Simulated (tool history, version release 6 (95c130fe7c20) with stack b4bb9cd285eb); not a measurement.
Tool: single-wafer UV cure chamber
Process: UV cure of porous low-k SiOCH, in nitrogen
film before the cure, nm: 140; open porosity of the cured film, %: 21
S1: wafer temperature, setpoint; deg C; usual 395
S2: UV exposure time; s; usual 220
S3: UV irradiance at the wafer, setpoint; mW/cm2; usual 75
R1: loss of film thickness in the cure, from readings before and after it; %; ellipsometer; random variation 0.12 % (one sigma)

run    hour   S1   S2   S3      R1
  1     0.0  395  220   66  10.161
  2    45.0  395  220   75  10.779
  3   311.8  395  220   75  11.476
  4   385.0  395  220   75  11.173
  5   488.8  395  220   75  11.014
  6   589.9  382  260   75  11.191
  7   638.1  395  140   75   8.762
  8   729.8  395  185   75  10.113
  9   780.4  401  220   98  12.079
 10   868.6  410  300   60  11.207
 11   973.0  379  220   75  11.203
 12  1052.6  395  220   75  11.416
 13  1104.9  412  105  109   9.884
 14  1149.8  395  220   60  10.209
 15  1218.3  395  220   60  10.072

Taken out of this log: 3 entries between the listed runs. Where each belongs, and how the hidden state differs across it:
Between runs 2 and 3: quartz window cleaned (hour 213.6)
  transmission lost against a clean window, %: 16.8 -> 4.33
  measured less the result without the state, R1: -0.857 -> -0.210 %
Between runs 3 and 4: UV bulbs replaced (hour 378.8)
  transmission lost against a clean window, %: 4.33 -> 6.15
  measured less the result without the state, R1: -0.210 -> -0.294 %
Between runs 10 and 11: quartz window cleaned (hour 961.2)
  transmission lost against a clean window, %: 18.1 -> 1.21
  measured less the result without the state, R1: -0.935 -> -0.057 %
